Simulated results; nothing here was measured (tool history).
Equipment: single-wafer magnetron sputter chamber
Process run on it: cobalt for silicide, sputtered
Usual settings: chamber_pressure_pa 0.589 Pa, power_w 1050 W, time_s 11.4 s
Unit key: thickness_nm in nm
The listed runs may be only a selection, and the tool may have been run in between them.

run    hour  chamber_pressure_pa  power_w  time_s  read-back reference wafer on the same gauge, thickness_nm  thickness_nm
  1     0.0                0.438     1050    11.4                                                      4.996         6.161
       22.3  -- sputter target and shields replaced
  2    41.9                0.438     1050    11.4                                                      4.994         6.155
  3    87.7                0.438     1050    11.4                                                      4.985         6.219
  4   124.8                0.589     1050    11.4                                                      4.995         5.846
  5   225.1                0.589      850    11.4                                                      4.992         5.038
      250.4  -- gauge calibrated
  6   284.9                0.589      850    11.4                                                      4.992         5.072
      334.7  -- sputter target and shields replaced
  7   365.1                0.589     1050    11.4                                                      4.989         5.839
  8   431.4                0.589     1050    11.4                                                      4.985         5.847
  9   485.5                0.589     1050    11.4                                                      4.991         5.822
 10   584.7                0.589     1050    11.4                                                      4.995         5.919
 11   626.4                0.773     1050    11.4                                                      4.996         5.511
      686.5  -- magnet pack replaced
      692.7  -- sputter target and shields replaced
 12   697.4                0.773     1050    11.4                                                      4.988         5.502
 13   773.9                0.528     1050    11.4                                                      4.990         5.989
 14   854.9                0.818      900    12.3                                                      4.991         5.274
 15   940.6                0.589      850    11.4                                                      4.993         5.103
      982.1  -- sputter target and shields replaced
 16   990.4                0.589     1050    11.4                                                      4.990         5.905
 17  1037.5                0.799     1200    11.4                                                      4.985         6.053
 18  1131.5                0.445      800     9.5                                                      4.995         4.339
 19  1192.4                0.589     1200    11.4                                                      4.997         6.489
     1219.2  -- capacitance manometer re-zeroed and calibrated
     1243.3  -- gauge calibrated
 20  1256.9                0.354     1200     9.5                                                      4.991         5.834
 21  1305.8                0.429      850    11.4                                                      4.994         5.347
     1345.3  -- sputter target and shields replaced
 22  1355.9                0.375      800    11.4                                                      4.998         5.229
 23  1505.1                0.589     1050    11.4                                                      4.981         5.779
 24  1571.6                0.689     1050    11.4                                                      4.988         5.553
 25  1629.0                0.794      800    12.9                                                      4.981         5.091
     1646.4  -- sputter target and shields replaced
 26  1672.6                0.772      800     9.3                                                      4.990         3.725

Each row is a separate what-if for the run after 26, all from the same tool condition, not one after another. Results?
  A  1673.0                0.710     1050    11.4                                                          ?             ?
  B  1673.0                0.710     1100    11.4                                                          ?             ?
  C  1673.0                0.444      850    12.4                                                          ?             ?
  D  1673.0                0.438      850    10.1                                                          ?             ?

run  read-back reference wafer on the same gauge, thickness_nm  thickness_nm
  A                                                      4.990         5.581
  B                                                      4.990         5.766
  C                                                      4.990         5.840
  D                                                      4.990         4.768
With no hidden state in the tool, these same runs would have given:
run  thickness_nm
  A         5.548
  B         5.732
  C         5.821
  D         4.753
